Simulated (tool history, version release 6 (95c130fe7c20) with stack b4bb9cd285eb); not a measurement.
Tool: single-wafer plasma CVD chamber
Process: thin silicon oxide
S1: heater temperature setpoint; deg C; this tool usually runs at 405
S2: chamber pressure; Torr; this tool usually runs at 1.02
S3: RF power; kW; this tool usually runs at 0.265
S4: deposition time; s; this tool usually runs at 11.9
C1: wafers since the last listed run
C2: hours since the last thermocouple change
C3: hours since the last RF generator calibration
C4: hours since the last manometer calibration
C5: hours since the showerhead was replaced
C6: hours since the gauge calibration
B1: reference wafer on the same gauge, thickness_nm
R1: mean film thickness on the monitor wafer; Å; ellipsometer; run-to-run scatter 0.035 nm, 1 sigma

run,day,S1,S2,S3,S4,C1,C2,C3,C4,C5,C6,B1,R1
1,0,415,1.02,0.265,11.9,0,2602.9,1344.4,1551,6681.2,170.8,21.597,228.37
# day 0.375: gauge calibrated
2,0.579,397,0.82,0.265,11.9,431,2616.8,1358.3,1564.9,6695.1,4.9,21.607,193.3
3,1.846,397,0.82,0.265,11.9,943,2647.2,1388.7,1595.3,6725.5,35.3,21.603,192.54
4,2.388,405,1.02,0.265,11.9,403,2660.2,1401.7,1608.3,6738.5,48.3,21.606,229.72
5,2.8,399,1.02,0.265,11,307,2670.1,1411.6,1618.2,6748.4,58.2,21.601,212.51
6,3.425,399,1.02,0.265,11,465,2685.1,1426.6,1633.2,6763.4,73.2,21.605,212.67
7,3.858,399,1.02,0.265,11,322,2695.5,1437,1643.6,6773.8,83.6,21.606,212.08
# day 4.288: RF generator calibrated
8,4.308,405,0.83,0.265,11.9,86,2706.3,0.5,1654.4,6784.6,94.4,21.597,192.94
9,4.467,405,0.83,0.265,11.9,117,2710.1,4.3,1658.2,6788.4,98.2,21.604,192.58
10,4.808,405,1.22,0.215,14.1,254,2718.3,12.5,1666.4,6796.6,106.4,21.599,282.6
11,5.183,405,1.02,0.265,11.9,279,2727.3,21.5,1675.4,6805.6,115.4,21.591,228.42
12,5.762,405,1.02,0.265,11.9,431,2741.2,35.4,1689.3,6819.5,129.3,21.597,227.84

Run 13, settings as shown, results not yet in. Your forecast:
13,6.05,405,0.82,0.215,11.9,214,2748.1,42.3,1696.2,6826.4,136.2,?,?

B1: 21.608
R1: 177.17 Å
If the tool had no hidden condition, the same run with the same run-to-run variation would have returned R1 185.39 Å.

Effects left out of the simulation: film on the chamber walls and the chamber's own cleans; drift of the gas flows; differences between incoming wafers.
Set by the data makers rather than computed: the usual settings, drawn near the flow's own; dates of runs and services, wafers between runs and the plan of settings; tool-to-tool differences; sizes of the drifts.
